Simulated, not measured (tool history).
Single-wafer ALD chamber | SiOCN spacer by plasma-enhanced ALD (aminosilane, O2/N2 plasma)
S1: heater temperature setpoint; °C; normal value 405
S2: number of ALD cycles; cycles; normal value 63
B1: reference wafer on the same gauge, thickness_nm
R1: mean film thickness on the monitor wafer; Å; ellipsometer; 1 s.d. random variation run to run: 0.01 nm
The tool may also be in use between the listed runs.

{"run": 1, "hour": 0.0, "S1": 410, "S2": 63, "B1": 3.7, "R1": 39.57}
{"run": 2, "hour": 63.9, "S1": 410, "S2": 63, "B1": 3.7, "R1": 39.46}
{"run": 3, "hour": 160.0, "S1": 410, "S2": 63, "B1": 3.7, "R1": 39.32}
{"run": 4, "hour": 210.7, "S1": 409, "S2": 56, "B1": 3.701, "R1": 35.14}
{"run": 5, "hour": 283.3, "S1": 405, "S2": 63, "B1": 3.699, "R1": 40.1}
{"run": 6, "hour": 330.2, "S1": 405, "S2": 63, "B1": 3.702, "R1": 40.15}
{"run": 7, "hour": 392.1, "S1": 405, "S2": 63, "B1": 3.699, "R1": 40.12}
{"run": 8, "hour": 466.7, "S1": 410, "S2": 63, "B1": 3.7, "R1": 39.68}
{"hour": 561.4, "done": "thermocouple changed; heater temperature recalibrated"}
{"run": 9, "hour": 573.7, "S1": 397, "S2": 73, "B1": 3.699, "R1": 47.12}
{"hour": 637.3, "done": "gauge calibrated"}
{"run": 10, "hour": 671.6, "S1": 395, "S2": 55, "B1": 3.7, "R1": 35.78}
{"run": 11, "hour": 752.0, "S1": 420, "S2": 60, "B1": 3.698, "R1": 36.3}
{"run": 12, "hour": 812.0, "S1": 394, "S2": 63, "B1": 3.697, "R1": 40.61}
{"run": 13, "hour": 885.1, "S1": 392, "S2": 63, "B1": 3.702, "R1": 40.63}
{"run": 14, "hour": 960.1, "S1": 412, "S2": 63, "B1": 3.699, "R1": 39.24}
{"run": 15, "hour": 1015.9, "S1": 396, "S2": 70, "B1": 3.7, "R1": 45.36}

Below are 4 alternative next runs, each starting from the tool's condition after run 15. Predict each:
{"run": "A", "hour": 1016.4, "S1": 405, "S2": 63, "B1": "?", "R1": "?"}
{"run": "B", "hour": 1016.4, "S1": 390, "S2": 71, "B1": "?", "R1": "?"}
{"run": "C", "hour": 1016.4, "S1": 413, "S2": 75, "B1": "?", "R1": "?"}
{"run": "D", "hour": 1016.4, "S1": 391, "S2": 55, "B1": "?", "R1": "?"}

run=A B1=3.7 R1=40.13
run=B B1=3.7 R1=45.91
run=C B1=3.7 R1=46.44
run=D B1=3.7 R1=35.57
What these runs would have given with no unlogged condition in the tool:
run=A R1=40.13
run=B R1=45.91
run=C R1=46.44
run=D R1=35.57

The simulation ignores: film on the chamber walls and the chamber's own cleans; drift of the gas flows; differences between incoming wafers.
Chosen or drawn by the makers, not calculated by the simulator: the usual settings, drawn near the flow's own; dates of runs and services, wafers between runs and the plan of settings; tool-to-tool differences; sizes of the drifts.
